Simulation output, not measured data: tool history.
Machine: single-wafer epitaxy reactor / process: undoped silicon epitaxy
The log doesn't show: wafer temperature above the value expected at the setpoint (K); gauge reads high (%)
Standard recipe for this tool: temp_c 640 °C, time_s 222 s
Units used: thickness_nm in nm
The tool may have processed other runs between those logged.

run,hour,temp_c,time_s,wafers since the last listed run,hours since the last pyrometer calibration,hours since the gauge calibration,"read-back reference wafer on the same gauge, thickness_nm",thickness_nm
1,0.0,640,222,0,2908.1,43.4,25.173,25.610
2,13.6,640,222,89,2921.7,57.0,25.222,25.644
3,31.3,640,222,116,2939.4,74.7,25.177,25.581
4,37.8,645,222,42,2945.9,81.2,25.201,28.462
5,50.4,640,222,83,2958.5,93.8,25.201,25.673
6,64.5,640,222,93,2972.6,107.9,25.205,25.758
7,78.2,640,222,90,2986.3,121.6,25.172,25.714
8,89.8,640,222,76,2997.9,133.2,25.222,25.716
9,103.9,640,222,93,3012.0,147.3,25.237,25.582
10,112.7,640,222,58,3020.8,156.1,25.205,25.662
11,127.8,640,222,99,3035.9,171.2,25.201,25.549
# hour 148.4: pyrometer calibrated
12,148.9,640,222,86,0.5,192.3,25.202,28.473
13,149.3,648,239,2,0.9,192.7,25.254,36.093
14,158.1,648,239,58,9.7,201.5,25.159,36.088
15,171.1,648,239,85,22.7,214.5,25.234,36.198
16,180.8,640,222,64,32.4,224.2,25.174,28.431
17,188.2,640,222,48,39.8,231.6,25.221,28.576
18,196.0,640,222,51,47.6,239.4,25.187,28.416
19,211.2,640,222,100,62.8,254.6,25.196,28.447
20,217.8,640,192,43,69.4,261.2,25.207,24.543
21,225.7,646,246,52,77.3,269.1,25.216,35.394
22,242.2,649,261,108,93.8,285.6,25.211,39.588
23,249.6,647,200,48,101.2,293.0,25.234,29.289
# hour 261.5: gauge calibrated
24,261.6,646,246,79,113.2,0.1,25.185,35.216
25,275.5,648,194,91,127.1,14.0,25.230,28.771
26,291.0,640,222,102,142.6,29.5,25.197,28.154
27,298.6,640,222,50,150.2,37.1,25.201,28.141
28,311.7,640,222,86,163.3,50.2,25.199,28.073
29,326.5,632,248,97,178.1,65.0,25.220,26.822

Run 30 has not been measured yet. What should we expect?
30,333.0,647,266,42,184.6,71.5,?,?

read-back reference wafer on the same gauge, thickness_nm: 25.182
thickness_nm: 38.479 nm
Take away the tool's hidden state, keep the run-to-run variation as it was, and the same run would have given thickness_nm 39.623 nm.
